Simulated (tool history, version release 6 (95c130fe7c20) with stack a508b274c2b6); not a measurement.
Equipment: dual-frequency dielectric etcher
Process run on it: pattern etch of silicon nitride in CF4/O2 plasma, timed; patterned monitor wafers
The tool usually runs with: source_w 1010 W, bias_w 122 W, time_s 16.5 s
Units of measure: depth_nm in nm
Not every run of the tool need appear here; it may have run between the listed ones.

| run | hour | source_w | bias_w | time_s | read-back reference wafer on the same gauge, depth_nm | depth_nm |
|---|---|---|---|---|---|---|
| 1 | 0.0 | 1010 | 122 | 16.5 | 53.1 | 52.3 |
| 2 | 76.4 | 1160 | 122 | 13.5 | 53.1 | 50.1 |
| 3 | 137.7 | 1160 | 122 | 13.5 | 53.1 | 50.1 |
| 4 | 228.3 | 1160 | 122 | 13.5 | 53.1 | 50.0 |
| 5 | 270.5 | 950 | 122 | 20.5 | 53.1 | 61.5 |
| 6 | 338.1 | 1010 | 100 | 16.5 | 53.1 | 49.1 |
| 7 | 416.0 | 1010 | 100 | 16.5 | 53.1 | 49.3 |
| 8 | 523.1 | 1010 | 110 | 16.5 | 53.1 | 51.0 |
| 9 | 606.8 | 1010 | 110 | 16.5 | 53.1 | 51.4 |
| 10 | 698.9 | 1010 | 122 | 16.5 | 53.1 | 52.4 |
| 11 | 743.2 | 1010 | 122 | 16.5 | 53.1 | 52.8 |
| 12 | 826.0 | 830 | 122 | 19.0 | 53.1 | 49.3 |
| 13 | 864.1 | 830 | 122 | 19.0 | 53.1 | 49.2 |
| 14 | 915.7 | 1010 | 122 | 12.5 | 53.1 | 40.1 |
| 15 | 1018.9 | 1140 | 122 | 16.5 | 53.1 | 60.1 |
| 16 | 1120.0 | 1010 | 122 | 16.5 | 53.1 | 52.6 |
| 17 | 1170.6 | 1110 | 122 | 16.5 | 53.1 | 58.4 |
| 18 | 1277.4 | 1010 | 122 | 16.5 | 53.1 | 53.0 |
| 19 | 1358.4 | 830 | 122 | 19.0 | 53.1 | 49.3 |
| 20 | 1451.4 | 1010 | 122 | 16.5 | 53.1 | 52.9 |
| 21 | 1548.7 | 1110 | 101 | 19.0 | 53.1 | 63.0 |
| 22 | 1589.3 | 1010 | 122 | 16.5 | 53.1 | 52.6 |
| 23 | 1685.0 | 830 | 122 | 16.5 | 53.1 | 42.8 |
| 24 | 1739.6 | 1080 | 107 | 16.5 | 53.1 | 54.1 |
| 25 | 1839.6 | 1010 | 122 | 18.0 | 53.1 | 57.4 |
| 26 | 1912.5 | 890 | 122 | 16.5 | 53.1 | 46.1 |
| 27 | 1996.9 | 1010 | 122 | 16.5 | 53.1 | 52.8 |
| 28 | 2064.2 | 770 | 95 | 16.5 | 53.1 | 36.3 |

Missing from the log above: 9 entries noted between runs. For each, name the pair of listed runs it sits between and say how the tool's hidden condition differs from the listed run just before to the listed run just after:
Between runs 1 and 2: wet clean of the chamber (hour 60.7)
  nothing in the hidden state changes from one run to the other
Between runs 8 and 9: wet clean of the chamber (hour 551.7)
  nothing in the hidden state changes from one run to the other
Between runs 9 and 10: bias power generator calibrated (hour 698.4)
  nothing in the hidden state changes from one run to the other
Between runs 14 and 15: wet clean of the chamber (hour 1018.4)
  nothing in the hidden state changes from one run to the other
Between runs 18 and 19: gauge calibrated (hour 1341.4)
  nothing in the hidden state changes from one run to the other
Between runs 20 and 21: wet clean of the chamber (hour 1478.1); source power generator calibrated (hour 1486.2); upper electrode replaced (hour 1548.2)
  nothing in the hidden state changes from one run to the other
Between runs 26 and 27: wet clean of the chamber (hour 1976.2)
  nothing in the hidden state changes from one run to the other
